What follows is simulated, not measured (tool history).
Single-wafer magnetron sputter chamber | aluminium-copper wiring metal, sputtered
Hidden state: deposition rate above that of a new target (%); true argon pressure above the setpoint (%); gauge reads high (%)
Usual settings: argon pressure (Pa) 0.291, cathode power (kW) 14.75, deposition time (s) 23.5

run,day,argon pressure (Pa),cathode power (kW),deposition time (s),wafers since the last listed run,wafers on the sputter target,hours since the last manometer calibration,hours since the magnet pack was replaced,hours since the gauge calibration,"read-back reference wafer on the same gauge, thickness_nm",mean film thickness on the monitor wafer (Å)
1,0,0.254,14.75,23.5,0,5086,1449.9,4354,1013.5,580.864,6599.51
2,3.646,0.291,12.1,23.5,1855,6941,1537.4,4441.5,1101,581.563,5289.81
3,7.7,0.291,12.1,23.5,2063,9004,1634.7,4538.8,1198.3,580.276,5212.97
4,11.471,0.291,12.1,23.5,1918,10923,1725.2,4629.3,1288.8,580.95,5212.92
5,13.017,0.291,14.75,23.5,786,11710,1762.3,4666.4,1325.9,581.031,6305.8
6,14.775,0.291,14.75,23.5,894,12604,1804.5,4708.6,1368.1,580.345,6276.45
# day 15.796: sputter target and shields replaced
7,17.75,0.291,14.75,23.5,1344,994,1875.9,4780,1439.5,580.962,6566.71
8,19.833,0.291,14,25.2,1060,2054,1925.9,4830,1489.5,580.274,6631.39
9,21.483,0.232,14.75,23.5,839,2894,1965.5,4869.6,1529.1,581.584,6720.22
# day 22.446: gauge calibrated
10,24.488,0.232,14.75,23.5,1528,4423,2037.6,4941.7,49,581.696,6630.9
# day 26.338: capacitance manometer re-zeroed and calibrated
11,26.358,0.291,14.75,20.7,782,5205,0.5,4986.6,93.9,579.602,5721.48
12,28.25,0.291,14.75,20.7,962,6168,45.9,5032,139.3,581.263,5696.88
13,33.308,0.232,15.7,20.6,2574,8742,167.3,5153.4,260.7,580.386,6192.39
14,35.546,0.291,17.7,23.5,1138,9880,221,5207.1,314.4,580.786,7687.4
15,39.621,0.254,14.75,23.5,2073,11954,318.8,5304.9,412.2,581.135,6506.92
16,43.292,0.291,14.75,23.5,1867,13822,406.9,5393,500.3,580.469,6415.36
# day 45.317: sputter target and shields replaced
17,46.012,0.291,14.75,23.5,1214,353,472.2,5458.3,565.6,581.098,6716.15
18,58.454,0.291,14.75,23.5,6331,6684,770.8,5756.9,864.2,581.175,6341.06
19,61.338,0.291,14.75,23.5,1467,8151,840,5826.1,933.4,581.931,6389.19
20,63.121,0.388,15.8,25.6,907,9059,882.8,5868.9,976.2,580.625,6982.18
21,65.438,0.247,12.55,21.7,1178,10238,938.4,5924.5,1031.8,582.142,5126.26
22,68.383,0.291,14.75,23.5,1499,11737,1009.1,5995.2,1102.5,581.31,6286.19
# day 69.496: magnet pack replaced
23,72.562,0.291,14.75,23.5,1957,13694,1109.4,73.6,1202.8,582.132,6261.35
24,74.262,0.222,17.25,20.3,865,14559,1150.2,114.4,1243.6,579.181,6603.12
25,76.25,0.192,12.1,26.3,1011,15570,1197.9,162.1,1291.3,582.013,6161.97
# day 77.108: sputter target and shields replaced
26,80.708,0.354,14.75,27.2,2099,1832,1304.9,269.1,1398.3,581.284,7442.23
27,83.346,0.247,14.75,25.5,1342,3174,1368.2,332.4,1461.6,580.588,7248.75
28,85.592,0.291,14.75,27.7,1142,4316,1422.1,386.3,1515.5,580.707,7724.68
29,87.475,0.291,14.75,23.5,958,5275,1467.3,431.5,1560.7,581.859,6447.31
30,91.688,0.197,16.2,23.5,2143,7418,1568.4,532.6,1661.8,580.123,7426.91
31,95.675,0.18,14.75,23.5,2029,9448,1664.1,628.3,1757.5,580.525,6804.83
32,98.483,0.218,12.15,23.5,1429,10877,1731.5,695.7,1824.9,581.748,5524.56
# day 102.417: gauge calibrated
33,102.621,0.191,16.75,25.1,2105,12982,1830.8,795,4.9,580.761,8109.55
# day 107.05: sputter target and shields replaced
34,107.071,0.222,17.25,20.3,2094,11,1937.6,901.8,111.7,580.744,7075.41
35,108.925,0.291,14.75,23.5,943,954,1982.1,946.3,156.2,580.729,6557.8

3 ways to go on from here, each from the tool as it stands after run 35. What would each give?
A,108.942,0.291,14.75,26,8,963,1982.5,946.7,156.6,?,?
B,108.942,0.26,13.3,23.5,8,963,1982.5,946.7,156.6,?,?
C,108.942,0.291,15.95,20.2,8,963,1982.5,946.7,156.6,?,?

run,"read-back reference wafer on the same gauge, thickness_nm",mean film thickness on the monitor wafer (Å)
A,580.749,7280.49
B,580.749,6067.26
C,580.749,6108.43
Without the tool's hidden state the same runs would have given:
run,mean film thickness on the monitor wafer (Å)
A,7603.1
B,6320.94
C,6379.1

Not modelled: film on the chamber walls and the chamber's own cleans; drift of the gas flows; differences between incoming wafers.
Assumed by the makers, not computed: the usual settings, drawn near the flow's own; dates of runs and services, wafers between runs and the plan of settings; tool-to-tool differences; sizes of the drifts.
